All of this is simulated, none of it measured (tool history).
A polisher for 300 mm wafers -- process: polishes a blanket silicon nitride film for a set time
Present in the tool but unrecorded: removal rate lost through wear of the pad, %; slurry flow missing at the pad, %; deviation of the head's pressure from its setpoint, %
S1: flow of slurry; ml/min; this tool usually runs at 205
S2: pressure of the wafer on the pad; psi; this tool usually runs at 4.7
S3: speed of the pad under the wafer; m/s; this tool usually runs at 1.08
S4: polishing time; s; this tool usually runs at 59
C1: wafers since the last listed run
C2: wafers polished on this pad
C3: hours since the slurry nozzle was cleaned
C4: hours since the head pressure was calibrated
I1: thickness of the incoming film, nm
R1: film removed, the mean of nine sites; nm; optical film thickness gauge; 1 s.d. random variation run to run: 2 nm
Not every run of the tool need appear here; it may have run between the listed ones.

run,hour,S1,S2,S3,S4,C1,C2,C3,C4,I1,R1
1,0,205,4.7,1.36,52,0,582,132.8,316.3,934.2,176
2,17.3,205,4.7,1.08,59,134,716,150.1,333.6,925.9,173.4
# hour 67.5: worn pad replaced by a new one
3,68,205,4.7,1.08,59,362,3,200.8,384.3,942.1,172.5
4,82.5,205,4.7,1.08,59,112,116,215.3,398.8,942.3,170.2
5,91.3,205,4.7,1.08,59,68,184,224.1,407.6,941.4,174.1
6,105.7,205,4.7,1.08,59,111,296,238.5,422,946.4,173.1
7,113.4,205,4.7,1.18,59,59,355,246.2,429.7,940.3,181.9
# hour 123.6: slurry nozzle cleaned
8,124.1,205,5.9,1.08,59,75,431,0.5,440.4,946,201.9
9,138.7,205,4.7,1.08,59,113,544,15.1,455,947.8,172.3
10,150.5,205,4.7,1.08,59,91,636,26.9,466.8,937,167.8
11,165.6,205,3.4,1.08,59,117,753,42,481.9,929.9,142.3
12,178.6,205,4.7,1.08,59,100,854,55,494.9,929.2,175.4
13,185.5,205,4.7,1.08,59,53,907,61.9,501.8,947.4,170
# hour 197.7: worn pad replaced by a new one
14,198.2,205,4.7,1.08,59,67,3,74.6,514.5,925.3,172.1
15,203.8,205,5.3,1.08,59,43,47,80.2,520.1,933.8,185.5
16,220.3,205,4.7,1.08,59,128,175,96.7,536.6,951.4,170.3
17,228.3,205,4.7,1.08,59,62,237,104.7,544.6,947.5,172.4
18,234.8,205,4.7,1.08,59,50,287,111.2,551.1,933.4,169.4
19,245.3,205,4.7,1.08,59,81,369,121.7,561.6,932.7,173.1
20,253,205,4.7,1.08,59,59,428,129.4,569.3,952.4,173.1
# hour 270.2: head pressure recalibrated
21,270.7,170,4.7,1.24,59,121,550,147.1,0.5,939,170
22,275.1,205,4.7,1.38,52,34,584,151.5,4.9,923.7,165.9
23,287.2,270,3.9,1.42,53,93,678,163.6,17,935.6,160
24,296.4,260,3.4,1.08,68,71,749,172.8,26.2,926.2,158.2
25,306,205,4.7,1.08,59,74,824,182.4,35.8,942.3,162.9
26,317.5,250,4.7,0.78,79,89,913,193.9,47.3,927.6,186
27,324.1,205,4.7,1.08,59,51,964,200.5,53.9,956.4,161.3
28,334.2,205,5.8,1.08,45,78,1043,210.6,64,928.9,142.2
# hour 340.3: worn pad replaced by a new one
29,344.2,155,5.6,1.08,59,46,30,220.6,74,926.3,175.6
30,352.6,205,5.2,0.82,65,65,95,229,82.4,935.1,163.5
31,362.7,205,4.7,1.08,59,78,174,239.1,92.5,950.8,165.2
32,369.3,240,3.9,1.32,49,51,225,245.7,99.1,935.4,137.5
33,376.6,265,5.8,0.9,51,56,281,253,106.4,934.1,152.9
# hour 381.5: slurry nozzle cleaned
34,392.8,155,4.7,1.08,59,117,399,11.3,122.6,940.9,157.2

Consider 5 possible next runs. They are alternatives, not a sequence: every one starts from the tool as it was left by run 34. What does each give?
A,393.2,205,4.7,1.08,59,3,402,11.7,123,935.8,?
B,393.2,205,6,1.44,79,3,402,11.7,123,935.8,?
C,393.2,235,5.1,0.74,77,3,402,11.7,123,935.8,?
D,393.2,205,4.7,1.08,46,3,402,11.7,123,935.8,?
E,393.2,145,3.7,1.08,46,3,402,11.7,123,935.8,?

run,R1
A,163.5
B,310.2
C,182.9
D,127.5
E,103.6
What these runs would have given with no unlogged condition in the tool:
run,R1
A,157.9
B,299.5
C,176.6
D,123.1
E,100

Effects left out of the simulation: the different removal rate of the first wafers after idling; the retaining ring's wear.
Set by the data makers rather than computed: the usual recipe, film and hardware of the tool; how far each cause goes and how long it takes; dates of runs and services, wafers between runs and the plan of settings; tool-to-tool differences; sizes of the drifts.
